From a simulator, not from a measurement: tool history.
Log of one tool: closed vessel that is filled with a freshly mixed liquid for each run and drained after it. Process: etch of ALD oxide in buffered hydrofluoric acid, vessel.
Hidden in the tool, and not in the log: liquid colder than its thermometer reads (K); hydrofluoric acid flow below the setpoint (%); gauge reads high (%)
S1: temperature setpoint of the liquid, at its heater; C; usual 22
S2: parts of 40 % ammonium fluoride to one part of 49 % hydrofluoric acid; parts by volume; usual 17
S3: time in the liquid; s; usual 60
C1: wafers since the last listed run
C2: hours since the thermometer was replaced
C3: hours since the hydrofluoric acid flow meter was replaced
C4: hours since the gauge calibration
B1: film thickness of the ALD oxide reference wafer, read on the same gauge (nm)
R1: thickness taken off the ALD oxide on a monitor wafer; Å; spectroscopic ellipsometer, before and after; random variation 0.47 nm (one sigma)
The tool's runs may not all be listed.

run 1 day=0 | S1=25 S2=17 S3=60 | C1=0 C2=1418 C3=1507.2 C4=1739.3 | B1=89.97 | R1=1014.4
run 2 day=4.617 | S1=20 S2=17 S3=60 | C1=13430 C2=1528.8 C3=1618 C4=1850.1 | B1=90 | R1=774.1
run 3 day=6.471 | S1=20 S2=17 S3=60 | C1=5393 C2=1573.3 C3=1662.5 C4=1894.6 | B1=89.99 | R1=763.9
-- day=8.329 thermometer replaced
run 4 day=8.567 | S1=20 S2=17 S3=60 | C1=5975 C2=5.7 C3=1712.8 C4=1944.9 | B1=90.02 | R1=782.1
run 5 day=10.783 | S1=22 S2=17 S3=45 | C1=6448 C2=58.9 C3=1766 C4=1998.1 | B1=89.99 | R1=652.5
run 6 day=11.921 | S1=22 S2=17 S3=45 | C1=3309 C2=86.2 C3=1793.3 C4=2025.4 | B1=89.99 | R1=642.8
run 7 day=14.875 | S1=22 S2=17 S3=60 | C1=8593 C2=157.1 C3=1864.2 C4=2096.3 | B1=90.01 | R1=866.8
run 8 day=16.508 | S1=22 S2=17 S3=60 | C1=4751 C2=196.3 C3=1903.4 C4=2135.5 | B1=89.99 | R1=859.6
-- day=16.704 gauge calibrated
run 9 day=17.608 | S1=22 S2=15.5 S3=60 | C1=3199 C2=222.7 C3=1929.8 C4=21.7 | B1=90.01 | R1=947.4
run 10 day=19.242 | S1=22 S2=15.5 S3=60 | C1=4751 C2=261.9 C3=1969 C4=60.9 | B1=90.03 | R1=939
run 11 day=21.867 | S1=22 S2=15.5 S3=60 | C1=7636 C2=324.9 C3=2032 C4=123.9 | B1=89.98 | R1=943.7
run 12 day=22.921 | S1=22 S2=17 S3=60 | C1=3066 C2=350.2 C3=2057.3 C4=149.2 | B1=90.02 | R1=858.3
run 13 day=25.571 | S1=23.5 S2=17 S3=30 | C1=7709 C2=413.8 C3=2120.9 C4=212.8 | B1=90.01 | R1=467.6
run 14 day=27.692 | S1=20.5 S2=17 S3=60 | C1=6169 C2=464.7 C3=2171.8 C4=263.7 | B1=90.04 | R1=794.1
run 15 day=29.175 | S1=22 S2=23 S3=90 | C1=4315 C2=500.3 C3=2207.4 C4=299.3 | B1=89.98 | R1=1004.4
run 16 day=31.938 | S1=23.5 S2=17 S3=60 | C1=8036 C2=566.6 C3=2273.7 C4=365.6 | B1=90.01 | R1=939.4
run 17 day=34.354 | S1=20 S2=12 S3=60 | C1=7030 C2=624.6 C3=2331.7 C4=423.6 | B1=90 | R1=1076.8
run 18 day=37.188 | S1=26.5 S2=17 S3=60 | C1=8242 C2=692.6 C3=2399.7 C4=491.6 | B1=90.02 | R1=1101.7
run 19 day=38.288 | S1=22 S2=14 S3=35 | C1=3199 C2=719 C3=2426.1 C4=518 | B1=90.03 | R1=611.4
run 20 day=40.371 | S1=17.5 S2=24 S3=60 | C1=6060 C2=769 C3=2476.1 C4=568 | B1=90 | R1=499.9
run 21 day=43.329 | S1=20 S2=23 S3=85 | C1=8606 C2=840 C3=2547.1 C4=639 | B1=90 | R1=839.2
-- day=43.4 hydrofluoric acid flow meter replaced
run 22 day=45.354 | S1=19 S2=11 S3=30 | C1=5769 C2=888.6 C3=46.9 C4=687.6 | B1=90.02 | R1=568.9
run 23 day=47.967 | S1=23.5 S2=13 S3=60 | C1=7599 C2=951.3 C3=109.6 C4=750.3 | B1=90.02 | R1=1231.7
run 24 day=50.138 | S1=22 S2=17 S3=45 | C1=6315 C2=1003.4 C3=161.7 C4=802.4 | B1=90.03 | R1=656.1
run 25 day=52.7 | S1=22 S2=20 S3=60 | C1=7454 C2=1064.9 C3=223.2 C4=863.9 | B1=90.03 | R1=744.7
run 26 day=56.525 | S1=22 S2=21 S3=60 | C1=11127 C2=1156.7 C3=315 C4=955.7 | B1=89.96 | R1=717.8
run 27 day=58.325 | S1=24.5 S2=13 S3=75 | C1=5236 C2=1199.9 C3=358.2 C4=998.9 | B1=89.98 | R1=1622.2
run 28 day=60.838 | S1=22 S2=17 S3=60 | C1=7309 C2=1260.2 C3=418.5 C4=1059.2 | B1=89.99 | R1=867.6
run 29 day=62.917 | S1=22 S2=14 S3=60 | C1=6048 C2=1310.1 C3=468.4 C4=1109.1 | B1=90 | R1=1064
run 30 day=65.017 | S1=22 S2=17 S3=60 | C1=6109 C2=1360.5 C3=518.8 C4=1159.5 | B1=90.01 | R1=866.8
run 31 day=66.292 | S1=26 S2=17 S3=95 | C1=3709 C2=1391.1 C3=549.4 C4=1190.1 | B1=90 | R1=1703.5
run 32 day=68.712 | S1=20 S2=14 S3=35 | C1=7042 C2=1449.2 C3=607.5 C4=1248.2 | B1=90 | R1=554.5
run 33 day=69.896 | S1=17 S2=13.5 S3=40 | C1=3442 C2=1477.6 C3=635.9 C4=1276.6 | B1=90 | R1=548

The same runs without the tool's hidden state, with the same run-to-run variation:
run=1 R1=1031.3
run=2 R1=787.9
run=3 R1=777.8
run=4 R1=796.7
run=5 R1=665.1
run=6 R1=655.4
run=7 R1=884.4
run=8 R1=877.4
run=9 R1=967.2
run=10 R1=959.1
run=11 R1=964.5
run=12 R1=877.5
run=13 R1=478.4
run=14 R1=812.7
run=15 R1=1021.2
run=16 R1=962.5
run=17 R1=1103.7
run=18 R1=1130.2
run=19 R1=627.4
run=20 R1=509.3
run=21 R1=855.3
run=22 R1=570.6
run=23 R1=1236
run=24 R1=658.7
run=25 R1=747.1
run=26 R1=720.6
run=27 R1=1631.8
run=28 R1=873.3
run=29 R1=1071.5
run=30 R1=873.4
run=31 R1=1716.9
run=32 R1=559.2
run=33 R1=552.8

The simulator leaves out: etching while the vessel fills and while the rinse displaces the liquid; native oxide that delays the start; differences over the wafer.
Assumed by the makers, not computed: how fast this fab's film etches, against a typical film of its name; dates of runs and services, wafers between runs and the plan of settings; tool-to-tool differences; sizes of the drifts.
